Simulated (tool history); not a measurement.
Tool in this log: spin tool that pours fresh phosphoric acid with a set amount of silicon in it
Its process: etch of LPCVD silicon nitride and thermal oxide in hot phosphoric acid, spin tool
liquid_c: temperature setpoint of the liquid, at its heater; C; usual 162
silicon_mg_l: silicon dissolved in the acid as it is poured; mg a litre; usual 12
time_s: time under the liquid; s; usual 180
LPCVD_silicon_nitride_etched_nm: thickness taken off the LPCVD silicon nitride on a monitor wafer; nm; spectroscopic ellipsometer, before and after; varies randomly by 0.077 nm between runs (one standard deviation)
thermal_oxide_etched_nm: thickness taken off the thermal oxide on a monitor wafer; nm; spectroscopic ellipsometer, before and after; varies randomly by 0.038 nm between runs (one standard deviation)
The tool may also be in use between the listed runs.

run,hour,liquid_c,silicon_mg_l,time_s,wafers since the last listed run,hours since the thermometer was replaced,hours since the dissolved silicon flow meter was replaced,hours since the heated supply line was repaired,hours since the gauge calibration,"read-back film thickness of the LPCVD silicon nitride reference wafer, read on the same gauge (nm)","read-back film thickness of the thermal oxide reference wafer, read on the same gauge (nm)",LPCVD_silicon_nitride_etched_nm,thermal_oxide_etched_nm
1,0,162,12,205,0,2191.4,2069,4395.4,320.9,120.02,69.98,21.43,0.629
# hour 6.9: heated supply line repaired
2,7.4,162,12,110,35,2198.8,2076.4,0.5,328.3,119.98,69.986,11.56,0.357
# hour 18.9: dissolved silicon flow meter replaced
3,20,160,7.5,180,64,2211.4,1.1,13.1,340.9,120,69.987,17.57,0.53
4,34.9,162,12,180,83,2226.3,16,28,355.8,120,70.024,18.92,0.634
5,51.9,162,9,180,95,2243.3,33,45,372.8,120,70.008,18.8,0.628
6,68.7,160,7,180,93,2260.1,49.8,61.8,389.6,120.01,69.963,17.68,0.525
7,80.8,162,12,250,67,2272.2,61.9,73.9,401.7,119.99,70.008,26.36,0.773
# hour 91.9: thermometer replaced
8,94.9,160,20,180,73,3,76,88,415.8,119.99,70.045,16.11,0.333
# hour 103.7: gauge calibrated
9,108,162,12,180,73,16.1,89.1,101.1,4.3,119.99,70.009,17.19,0.436
10,119.9,164,12,135,66,28,101,113,16.2,119.99,69.992,13.77,0.418
11,133.4,160.5,6,245,75,41.5,114.5,126.5,29.7,120.02,70.024,22.37,0.585
12,141.9,162,12,180,47,50,123,135,38.2,120.01,70.028,17.19,0.438
13,157.1,164,3.5,180,84,65.2,138.2,150.2,53.4,120,69.998,18.67,0.629
14,170.5,162,12,180,74,78.6,151.6,163.6,66.8,120.01,70.014,17.36,0.439
15,187,162,10,130,92,95.1,168.1,180.1,83.3,119.99,70.002,12.47,0.309
16,201.1,159.5,12,180,78,109.2,182.2,194.2,97.4,120,70.013,15.82,0.375
17,218.2,164.5,8,100,95,126.3,199.3,211.3,114.5,120.01,70.016,10.43,0.354
18,233.3,164,5,95,84,141.4,214.4,226.4,129.6,119.99,69.993,9.79,0.292
19,250.5,162,12,205,96,158.6,231.6,243.6,146.8,120.01,69.993,19.78,0.622
20,261.2,162,16,180,59,169.3,242.3,254.3,157.5,119.97,70.021,17.37,0.399
21,274.9,162,12,180,76,183,256,268,171.2,120.02,70.004,17.37,0.461

Hidden condition of the tool, last listed run before each entry between runs versus first listed run after:
From run 1 to run 2: heated supply line repaired (hour 6.9)
  liquid hotter than its thermometer reads (K): 2.86 -> 2.87
  difference, measured minus the result without the unlogged condition, LPCVD_silicon_nitride_etched_nm: +1.93 -> +1.05 nm; thermal_oxide_etched_nm: +0.118 -> +0.067 nm
From run 2 to run 3: dissolved silicon flow meter replaced (hour 18.9)
  liquid hotter than its thermometer reads (K): 2.87 -> 2.88
  difference, measured minus the result without the unlogged condition, LPCVD_silicon_nitride_etched_nm: +1.05 -> +1.61 nm; thermal_oxide_etched_nm: +0.067 -> +0.101 nm
From run 7 to run 8: thermometer replaced (hour 91.9)
  liquid hotter than its thermometer reads (K): 2.96 -> 0.132
  difference, measured minus the result without the unlogged condition, LPCVD_silicon_nitride_etched_nm: +2.46 -> +0.07 nm; thermal_oxide_etched_nm: +0.15 -> +0.003 nm
From run 8 to run 9: gauge calibrated (hour 103.7)
  liquid hotter than its thermometer reads (K): 0.132 -> 0.148
  difference, measured minus the result without the unlogged condition, LPCVD_silicon_nitride_etched_nm: +0.07 -> +0.08 nm; thermal_oxide_etched_nm: +0.003 -> +0.005 nm
